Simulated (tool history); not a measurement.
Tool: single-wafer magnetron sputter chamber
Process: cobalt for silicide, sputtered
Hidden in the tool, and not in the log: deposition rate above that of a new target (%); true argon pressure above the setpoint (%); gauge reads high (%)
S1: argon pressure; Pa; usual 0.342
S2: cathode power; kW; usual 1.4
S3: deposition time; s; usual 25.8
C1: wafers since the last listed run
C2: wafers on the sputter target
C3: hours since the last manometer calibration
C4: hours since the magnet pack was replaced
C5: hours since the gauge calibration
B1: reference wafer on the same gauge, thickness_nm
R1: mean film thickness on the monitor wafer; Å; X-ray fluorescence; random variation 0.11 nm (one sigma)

run,hour,S1,S2,S3,C1,C2,C3,C4,C5,B1,R1
1,0,0.342,1.4,25.8,0,6666,1582.4,5322.8,150.4,15.87,175.44
# hour 30.8: sputter target and shields replaced
2,55.2,0.342,1.4,25.8,1249,646,1637.6,5378,205.6,15.884,186.24
3,98.9,0.342,1.4,25.8,1156,1803,1681.3,5421.7,249.3,15.87,182.79
4,203.2,0.342,1.4,25.8,2760,4563,1785.6,5526,353.6,15.901,177
5,301.7,0.403,1.4,25.8,2606,7170,1884.1,5624.5,452.1,15.92,169.52
# hour 358.8: sputter target and shields replaced
6,395.3,0.403,1.4,25.8,2265,966,1977.7,5718.1,545.7,15.896,180.94
7,468.5,0.403,1.4,25.8,1937,2903,2050.9,5791.3,618.9,15.892,177.25
8,561.2,0.342,1.4,25.8,2453,5356,2143.6,5884,711.6,15.943,177.83
# hour 612.6: sputter target and shields replaced
9,623.3,0.342,1.4,25.8,1431,282,2205.7,5946.1,773.7,15.869,186
10,728.5,0.342,1.4,25.8,2784,3066,2310.9,6051.3,878.9,15.889,181.6
# hour 801.4: gauge calibrated
# hour 825.6: magnet pack replaced, of another model than before
11,826.1,0.342,1.75,30.8,2371,5438,2408.5,0.5,24.7,15.885,263.83
# hour 861.9: sputter target and shields replaced
12,864.6,0.215,1.55,22.3,807,71,2447,39,63.2,15.899,181.53
# hour 921: capacitance manometer re-zeroed and calibrated
13,956.2,0.288,1.4,25.8,2212,2283,35.2,130.6,154.8,15.865,185.96
14,1044.6,0.235,1.25,21,2339,4623,123.6,219,243.2,15.908,133.45
15,1120.7,0.342,1.2,23.2,2014,6637,199.7,295.1,319.3,15.887,136.68
# hour 1137: sputter target and shields replaced
16,1279.3,0.383,1.1,29.1,3985,3765,358.3,453.7,477.9,15.872,158.44
17,1374.4,0.271,1.3,30.6,2516,6282,453.4,548.8,573,15.904,196.15
18,1443.6,0.342,1.4,25.8,1831,8113,522.6,618,642.2,15.924,174.05

Forecast each of these 5 alternatives for the next run:
A,1444,0.342,1.3,25.8,10,8124,523,618.4,642.6,?,?
B,1444,0.252,1.4,25.8,10,8124,523,618.4,642.6,?,?
C,1444,0.383,1.4,21.5,10,8124,523,618.4,642.6,?,?
D,1444,0.342,1.4,21.4,10,8124,523,618.4,642.6,?,?
E,1444,0.342,1.4,22.8,10,8124,523,618.4,642.6,?,?

run,B1,R1
A,15.904,161.81
B,15.904,176.75
C,15.904,143.65
D,15.904,144.11
E,15.904,153.53
Without the tool's hidden state the same runs would have given:
run,R1
A,176.34
B,192.62
C,156.55
D,157.04
E,167.32
